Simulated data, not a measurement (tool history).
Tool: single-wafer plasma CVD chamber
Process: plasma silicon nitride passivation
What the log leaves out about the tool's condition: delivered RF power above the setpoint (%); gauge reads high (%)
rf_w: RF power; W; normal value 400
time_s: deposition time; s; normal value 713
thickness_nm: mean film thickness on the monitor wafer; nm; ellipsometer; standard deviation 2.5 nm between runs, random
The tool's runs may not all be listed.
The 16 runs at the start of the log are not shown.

| run | hour | rf_w | time_s | wafers since the last listed run | hours since the last RF generator calibration | hours since the showerhead was replaced | hours since the gauge calibration | read-back reference wafer on the same gauge, thickness_nm | thickness_nm |
|---|---|---|---|---|---|---|---|---|---|
| 17 | 1236.4 | 400 | 633 | 333 | 720.4 | 1899.8 | 1183.3 | 940.406 | 891.585 |
| 18 | 1335.2 | 400 | 633 | 370 | 819.2 | 1998.6 | 1282.1 | 939.909 | 894.974 |
| 19 | 1412.8 | 400 | 633 | 291 | 896.8 | 2076.2 | 1359.7 | 939.974 | 897.077 |
| 20 | 1483.3 | 400 | 713 | 264 | 967.3 | 2146.7 | 1430.2 | 939.99 | 1008.843 |
| 21 | 1539.5 | 370 | 713 | 210 | 1023.5 | 2202.9 | 1486.4 | 940.217 | 981.133 |
| 22 | 1627.4 | 335 | 665 | 329 | 1111.4 | 2290.8 | 1574.3 | 939.738 | 889.039 |
| 23 | 1673.2 | 375 | 790 | 171 | 1157.2 | 2336.6 | 1620.1 | 939.87 | 1094.014 |
| 24 | 1753.5 | 450 | 713 | 301 | 1237.5 | 2416.9 | 1700.4 | 940.488 | 1046.862 |
| 25 | 1852.3 | 335 | 596 | 370 | 1336.3 | 2515.7 | 1799.2 | 940.554 | 799.118 |
|  | 1930.5 | showerhead replaced |
| 26 | 2081.8 | 400 | 713 | 830 | 1565.8 | 151.3 | 2028.7 | 939.727 | 1008.457 |
|  | 2158.9 | RF generator calibrated |
| 27 | 2159.4 | 400 | 713 | 261 | 0.5 | 228.9 | 2106.3 | 940.055 | 1011.302 |
| 28 | 2279.1 | 345 | 793 | 449 | 120.2 | 348.6 | 2226 | 940.153 | 1072.844 |
| 29 | 2374.6 | 365 | 651 | 358 | 215.7 | 444.1 | 2321.5 | 939.083 | 897.081 |
| 30 | 2415.4 | 445 | 660 | 153 | 256.5 | 484.9 | 2362.3 | 940.304 | 967.641 |
| 31 | 2459.7 | 400 | 713 | 166 | 300.8 | 529.2 | 2406.6 | 940.247 | 1010.883 |
|  | 2473.8 | gauge calibrated |
| 32 | 2501.3 | 425 | 658 | 156 | 342.4 | 570.8 | 27.5 | 940.117 | 946.892 |

What will run 33 give?
| 33 | 2577.6 | 400 | 572 | 286 | 418.7 | 647.1 | 103.8 | ? | ? |

{"run 33": {"read-back reference wafer on the same gauge, thickness_nm": 940.161, "thickness_nm": 810.09}}
Minus the tool's unlogged condition, the same run would have read thickness_nm 810.09 nm.
